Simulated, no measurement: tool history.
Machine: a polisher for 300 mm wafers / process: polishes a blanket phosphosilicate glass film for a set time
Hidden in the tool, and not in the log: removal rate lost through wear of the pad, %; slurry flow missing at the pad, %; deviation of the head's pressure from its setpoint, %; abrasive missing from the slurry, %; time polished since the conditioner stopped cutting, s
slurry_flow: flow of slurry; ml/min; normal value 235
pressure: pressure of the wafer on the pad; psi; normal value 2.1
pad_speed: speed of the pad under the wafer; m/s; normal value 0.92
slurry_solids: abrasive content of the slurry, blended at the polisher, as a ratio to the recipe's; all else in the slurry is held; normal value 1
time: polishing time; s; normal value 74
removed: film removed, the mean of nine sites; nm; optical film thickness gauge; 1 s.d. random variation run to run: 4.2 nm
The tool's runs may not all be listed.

| run | hour | slurry_flow | pressure | pad_speed | slurry_solids | time | wafers since the last listed run | wafers polished on this pad | hours since the slurry nozzle was cleaned | hours since the head pressure was calibrated | hours since the slurry blender was calibrated | hours since the conditioning disc was replaced | incoming thickness of the incoming film, nm | removed |
|---|---|---|---|---|---|---|---|---|---|---|---|---|---|---|
| 1 | 0 | 235 | 2.6 | 0.92 | 1 | 74 | 0 | 2018 | 64.4 | 55.5 | 43.2 | 350.4 | 3353.7 | 519.6 |
| 2 | 21.6 | 170 | 2.1 | 1.18 | 1 | 74 | 272 | 2290 | 86 | 77.1 | 64.8 | 372 | 3358.6 | 520.6 |
|  | 38.4 | worn pad replaced by a new one |
| 3 | 48.1 | 170 | 2.1 | 1.18 | 1 | 74 | 283 | 122 | 112.5 | 103.6 | 91.3 | 398.5 | 3387.4 | 517.1 |
| 4 | 78.6 | 235 | 2.1 | 0.92 | 1 | 74 | 384 | 507 | 143 | 134.1 | 121.8 | 429 | 3349.9 | 439.7 |
| 5 | 96.4 | 235 | 2.1 | 0.92 | 1 | 74 | 224 | 732 | 160.8 | 151.9 | 139.6 | 446.8 | 3325.6 | 432.9 |
| 6 | 129.3 | 235 | 2.1 | 0.92 | 1 | 74 | 415 | 1147 | 193.7 | 184.8 | 172.5 | 479.7 | 3377.8 | 443.4 |
| 7 | 143.3 | 235 | 2.7 | 0.92 | 1 | 74 | 176 | 1324 | 207.7 | 198.8 | 186.5 | 493.7 | 3354.3 | 520.8 |
| 8 | 158.8 | 235 | 2.1 | 1.02 | 1 | 74 | 195 | 1519 | 223.2 | 214.3 | 202 | 509.2 | 3344.9 | 462.8 |
| 9 | 193.9 | 235 | 2.1 | 0.92 | 1 | 74 | 442 | 1962 | 258.3 | 249.4 | 237.1 | 544.3 | 3366.8 | 428.8 |
| 10 | 207.1 | 235 | 2.1 | 0.92 | 1 | 74 | 166 | 2129 | 271.5 | 262.6 | 250.3 | 557.5 | 3360.1 | 430.7 |
| 11 | 229.7 | 235 | 2.1 | 0.92 | 1 | 74 | 285 | 2414 | 294.1 | 285.2 | 272.9 | 580.1 | 3387.4 | 433.3 |
|  | 251.4 | conditioning disc replaced and pad reconditioned |
| 12 | 256.5 | 235 | 2.1 | 0.92 | 1 | 74 | 312 | 2727 | 320.9 | 312 | 299.7 | 5.1 | 3355 | 429.8 |
|  | 273.2 | worn pad replaced by a new one, of another model than before |
| 13 | 290.7 | 235 | 2.1 | 0.92 | 1 | 74 | 381 | 220 | 355.1 | 346.2 | 333.9 | 39.3 | 3347.3 | 418.3 |
| 14 | 323.5 | 280 | 2.1 | 1.2 | 1.3 | 74 | 413 | 634 | 387.9 | 379 | 366.7 | 72.1 | 3423.7 | 600.5 |
| 15 | 358.6 | 235 | 2.1 | 0.92 | 1 | 74 | 442 | 1077 | 423 | 414.1 | 401.8 | 107.2 | 3387.4 | 409.6 |
|  | 389.5 | slurry nozzle cleaned |
| 16 | 393.5 | 265 | 2.1 | 0.72 | 1 | 93 | 427 | 1505 | 4 | 449 | 436.7 | 142.1 | 3396.5 | 407 |
| 17 | 408.3 | 255 | 1.5 | 0.92 | 0.8 | 74 | 186 | 1692 | 18.8 | 463.8 | 451.5 | 156.9 | 3433.8 | 263 |
| 18 | 425.2 | 235 | 2.1 | 0.92 | 0.8 | 97 | 213 | 1905 | 35.7 | 480.7 | 468.4 | 173.8 | 3354.4 | 487.3 |
|  | 440 | slurry blender recalibrated |
|  | 453.7 | head pressure recalibrated |
|  | 459.5 | worn pad replaced by a new one |
| 19 | 460 | 235 | 2.1 | 1.2 | 1.25 | 87 | 338 | 5 | 70.5 | 6.3 | 20 | 208.6 | 3362.8 | 752.2 |
| 20 | 475.4 | 295 | 2.8 | 0.92 | 1 | 74 | 194 | 200 | 85.9 | 21.7 | 35.4 | 224 | 3395.5 | 607.7 |
| 21 | 505.9 | 235 | 2.1 | 0.92 | 1 | 74 | 384 | 585 | 116.4 | 52.2 | 65.9 | 254.5 | 3393.4 | 449.7 |
| 22 | 523.3 | 235 | 1.4 | 1.22 | 0.7 | 56 | 219 | 804 | 133.8 | 69.6 | 83.3 | 271.9 | 3382.3 | 249 |
| 23 | 551 | 280 | 2.1 | 0.92 | 1.1 | 74 | 349 | 1154 | 161.5 | 97.3 | 111 | 299.6 | 3337.5 | 469.8 |
| 24 | 630 | 235 | 2.1 | 0.92 | 0.9 | 74 | 996 | 2151 | 240.5 | 176.3 | 190 | 378.6 | 3386.1 | 420.2 |
| 25 | 643.4 | 235 | 1.6 | 0.92 | 1.3 | 83 | 169 | 2320 | 253.9 | 189.7 | 203.4 | 392 | 3318.8 | 426.1 |
|  | 672.1 | worn pad replaced by a new one |
| 26 | 677.6 | 235 | 2.1 | 0.92 | 1 | 55 | 381 | 69 | 288.1 | 223.9 | 237.6 | 426.2 | 3343.3 | 323 |

What was the tool's hidden state at every run in the log?
removal rate lost through wear of the pad, %: 0 across all the runs
slurry flow missing at the pad, %: 0 across all the runs
abrasive missing from the slurry, %: 0 across all the runs
time polished since the conditioner stopped cutting, s: 0 across all the runs
H1: deviation of the head's pressure from its setpoint, %
| run | H1 |
|---|---|
| 1 | -2.02 |
| 2 | -2.43 |
| 3 | -2.93 |
| 4 | -3.5 |
| 5 | -3.84 |
| 6 | -4.46 |
| 7 | -4.72 |
| 8 | -5.01 |
| 9 | -5.67 |
| 10 | -5.92 |
| 11 | -6.35 |
| 12 | -6.85 |
| 13 | -7.5 |
| 14 | -8.11 |
| 15 | -8.78 |
| 16 | -9.43 |
| 17 | -9.71 |
| 18 | -10 |
| 19 | 0.565 |
| 20 | 0.275 |
| 21 | -0.3 |
| 22 | -0.627 |
| 23 | -1.15 |
| 24 | -2.64 |
| 25 | -2.89 |
| 26 | -3.53 |
